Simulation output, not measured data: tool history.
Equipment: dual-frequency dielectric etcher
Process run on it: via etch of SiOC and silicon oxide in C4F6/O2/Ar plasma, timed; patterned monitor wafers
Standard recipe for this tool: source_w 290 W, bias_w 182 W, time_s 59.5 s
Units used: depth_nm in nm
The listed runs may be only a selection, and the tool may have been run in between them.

run,day,source_w,bias_w,time_s,"read-back reference wafer on the same gauge, depth_nm",depth_nm
1,0.000,300,182,59.5,62.5,63.7
2,0.742,290,182,59.5,62.4,62.7
3,1.004,290,182,66.5,62.4,69.9
4,1.650,290,182,66.5,62.5,69.7
5,2.067,290,182,46.0,62.4,48.2
6,2.750,290,182,59.5,62.5,62.4
7,3.333,290,182,59.5,62.4,62.4
8,3.900,290,182,68.5,62.6,72.1
9,4.467,290,182,46.5,62.5,49.1
10,4.892,250,182,59.5,62.4,58.9
# day 4.900: gauge calibrated
11,5.417,250,182,59.5,62.5,58.9
12,5.762,290,201,59.5,62.5,65.4
13,6.288,330,182,59.5,62.5,66.7
14,6.758,290,146,59.5,62.5,57.2
15,7.212,250,217,49.0,62.5,52.5
# day 8.396: source power generator calibrated
# day 9.896: upper electrode replaced
# day 10.429: bias power generator calibrated
# day 10.917: wet clean of the chamber
16,10.938,290,182,59.5,62.4,62.7
17,10.950,350,211,72.5,62.5,87.6
18,10.967,350,201,70.5,62.5,83.6
19,10.979,290,182,75.5,62.5,79.4
20,11.017,230,213,48.5,62.6,49.4
21,11.567,290,182,59.5,62.5,62.8
22,12.079,290,182,59.5,62.5,62.8
23,12.512,240,206,59.5,62.5,60.5
24,13.088,290,147,68.5,62.5,66.5
25,13.508,240,156,59.5,62.6,54.6
26,13.929,270,182,59.5,62.6,60.6
27,14.367,250,203,59.5,62.4,61.8

Below are 4 alternative next runs, each starting from the tool's condition after run 27. Predict each:
A,14.383,290,182,59.5,?,?
B,14.383,230,182,59.5,?,?
C,14.383,330,182,44.0,?,?
D,14.383,350,182,44.5,?,?

run,"read-back reference wafer on the same gauge, depth_nm",depth_nm
A,62.5,62.6
B,62.5,56.7
C,62.5,48.9
D,62.5,50.7
What these runs would have given with no unlogged condition in the tool:
run,depth_nm
A,62.6
B,56.7
C,48.9
D,50.7
